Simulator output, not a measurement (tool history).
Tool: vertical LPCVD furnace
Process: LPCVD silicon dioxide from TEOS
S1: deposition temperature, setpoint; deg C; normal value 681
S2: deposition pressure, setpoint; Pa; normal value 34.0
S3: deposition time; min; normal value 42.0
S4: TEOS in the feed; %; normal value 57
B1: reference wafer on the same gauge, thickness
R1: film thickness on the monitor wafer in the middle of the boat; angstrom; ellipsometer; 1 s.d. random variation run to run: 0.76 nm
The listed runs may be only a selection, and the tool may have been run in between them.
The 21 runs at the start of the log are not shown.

Run 22, day 23.375: usual settings but S2 40.7 Pa, S3 50.5 min; B1 127.03. Result: R1 2047.3 angstrom.
Run 23, day 24.758: usual settings; B1 126.82. Result: R1 1556.5 angstrom.
Run 24, day 26.108: usual settings but S1 685 deg C, S2 39.3 Pa, S3 33.5 min; B1 127.04. Result: R1 1455.8 angstrom.
Run 25, day 26.704: usual settings but S1 685 deg C, S2 26.0 Pa, S3 33.0 min, S4 64 %; B1 127.06. Result: R1 1244.5 angstrom.
Run 26, day 27.833: usual settings but S4 60 %; B1 127.00. Result: R1 1616.6 angstrom.
Run 27, day 29.171: usual settings but S1 686 deg C, S3 49.5 min, S4 64 %; B1 127.06. Result: R1 2194.7 angstrom.
Run 28, day 30.321: usual settings; B1 126.95. Result: R1 1555.3 angstrom.
Run 29, day 31.500: usual settings but S1 677 deg C; B1 127.28. Result: R1 1415.1 angstrom.
Run 30, day 32.779: usual settings but S4 46 %; B1 126.81. Result: R1 1393.4 angstrom.
Run 31, day 34.000: usual settings but S1 669 deg C, S2 38.7 Pa, S3 31.0 min, S4 64 %; B1 127.29. Result: R1 968.0 angstrom.

4 options for the next run, each taken on its own from the tool as it stands now. Forecast them:
Run A, day 34.225: usual settings but S3 57.0 min; B1 ?. Result: R1 ?.
Run B, day 34.225: usual settings but S1 678 deg C, S4 65 %; B1 ?. Result: R1 ?.
Run C, day 34.225: usual settings but S2 32.0 Pa, S3 30.0 min, S4 68 %; B1 ?. Result: R1 ?.
Run D, day 34.225: usual settings but S1 692 deg C; B1 ?. Result: R1 ?.

run      B1      R1
  A  127.04  2129.7
  B  127.04  1558.1
  C  127.04  1187.7
  D  127.04  2041.2
Without the tool's unlogged condition, the same runs would have read:
run      R1
  A  2108.0
  B  1542.2
  C  1175.6
  D  2020.9

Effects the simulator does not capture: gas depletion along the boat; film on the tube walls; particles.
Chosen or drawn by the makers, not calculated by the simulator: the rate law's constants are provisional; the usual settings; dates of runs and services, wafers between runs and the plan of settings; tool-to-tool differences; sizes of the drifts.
